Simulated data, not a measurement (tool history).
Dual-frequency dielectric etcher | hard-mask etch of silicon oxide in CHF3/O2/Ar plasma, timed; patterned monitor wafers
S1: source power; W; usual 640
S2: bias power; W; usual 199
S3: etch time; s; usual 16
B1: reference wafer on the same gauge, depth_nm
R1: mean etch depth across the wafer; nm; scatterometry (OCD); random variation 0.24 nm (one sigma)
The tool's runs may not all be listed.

run 1 hour=0 | S1=670 S2=199 S3=16 | B1=32.14 | R1=35.77
-- hour=20.3 source power generator calibrated
run 2 hour=65.1 | S1=670 S2=199 S3=16 | B1=32.25 | R1=37.47
run 3 hour=164.6 | S1=640 S2=176 S3=16 | B1=32.16 | R1=34.97
run 4 hour=227.5 | S1=640 S2=176 S3=16 | B1=32.23 | R1=34.25
-- hour=271.1 wet clean of the chamber
run 5 hour=272.9 | S1=640 S2=199 S3=14 | B1=32.27 | R1=32.89
run 6 hour=326.1 | S1=640 S2=199 S3=14 | B1=32.3 | R1=32.52
run 7 hour=422.1 | S1=640 S2=199 S3=14 | B1=32.12 | R1=32.22
run 8 hour=467.9 | S1=640 S2=199 S3=16 | B1=32.25 | R1=36.62
run 9 hour=552.2 | S1=640 S2=199 S3=16 | B1=32.26 | R1=36.63
-- hour=597.9 gauge calibrated
run 10 hour=628.1 | S1=640 S2=199 S3=16 | B1=32.25 | R1=35.85
run 11 hour=727 | S1=540 S2=199 S3=16 | B1=32.19 | R1=32.26
-- hour=864.9 wet clean of the chamber
run 12 hour=1000.8 | S1=540 S2=199 S3=16 | B1=32.22 | R1=32.93
run 13 hour=1058.8 | S1=640 S2=199 S3=16 | B1=32.27 | R1=36.56
run 14 hour=1142.7 | S1=640 S2=199 S3=16 | B1=32.23 | R1=35.76
-- hour=1156.4 bias power generator calibrated
run 15 hour=1224.6 | S1=550 S2=243 S3=20 | B1=32.18 | R1=43.26
run 16 hour=1330.4 | S1=640 S2=199 S3=16 | B1=32.24 | R1=35.17
run 17 hour=1426.9 | S1=640 S2=199 S3=19 | B1=32.2 | R1=41.26
-- hour=1456 wet clean of the chamber
run 18 hour=1495.5 | S1=700 S2=238 S3=14 | B1=32.17 | R1=35.27
run 19 hour=1533.3 | S1=490 S2=225 S3=17.5 | B1=32.2 | R1=34.18
-- hour=1539.6 source power generator calibrated
run 20 hour=1570.5 | S1=800 S2=159 S3=12.5 | B1=32.2 | R1=30.31
run 21 hour=1642.5 | S1=640 S2=173 S3=16 | B1=32.28 | R1=34.34
-- hour=1702.9 upper electrode replaced
run 22 hour=1703.4 | S1=640 S2=199 S3=16 | B1=32.22 | R1=36.31
run 23 hour=1768.5 | S1=640 S2=199 S3=16 | B1=32.07 | R1=35.66
run 24 hour=1866.9 | S1=640 S2=199 S3=16 | B1=32.22 | R1=35.05
run 25 hour=1956.1 | S1=540 S2=199 S3=12.5 | B1=32.18 | R1=24.42
-- hour=1980.3 wet clean of the chamber
run 26 hour=2063 | S1=740 S2=246 S3=16 | B1=32.18 | R1=42.43
run 27 hour=2109.1 | S1=640 S2=237 S3=12.5 | B1=32.22 | R1=30.05
run 28 hour=2183.6 | S1=640 S2=199 S3=13 | B1=32.23 | R1=29.3

The tool's hidden state at each run:
bias power that arrives over what is set, %: 0 in every run
gauge reads high (%): 0 in every run
H1: etch rate over this chamber's usual, %
H2: source power that arrives over what is set, %
run=1 H1=-2.14 H2=-5.55
run=2 H1=-2.76 H2=0.381
run=3 H1=-3.71 H2=0.347
run=4 H1=-4.31 H2=0.308
run=5 H1=0.516 H2=0.27
run=6 H1=0.00657 H2=0.217
run=7 H1=-0.912 H2=0.0953
run=8 H1=-1.35 H2=0.0256
run=9 H1=-2.16 H2=-0.122
run=10 H1=-2.88 H2=-0.277
run=11 H1=-3.83 H2=-0.51
run=12 H1=-1.02 H2=-1.34
run=13 H1=-1.57 H2=-1.55
run=14 H1=-2.37 H2=-1.87
run=15 H1=-3.16 H2=-2.21
run=16 H1=-4.17 H2=-2.69
run=17 H1=-5.09 H2=-3.16
run=18 H1=-1.12 H2=-3.52
run=19 H1=-1.48 H2=-3.72
run=20 H1=-1.83 H2=-1.16
run=21 H1=-2.52 H2=-1.18
run=22 H1=-3.11 H2=-1.21
run=23 H1=-3.73 H2=-1.25
run=24 H1=-4.67 H2=-1.35
run=25 H1=-5.52 H2=-1.47
run=26 H1=-0.406 H2=-1.65
run=27 H1=-0.847 H2=-1.74
run=28 H1=-1.56 H2=-1.9
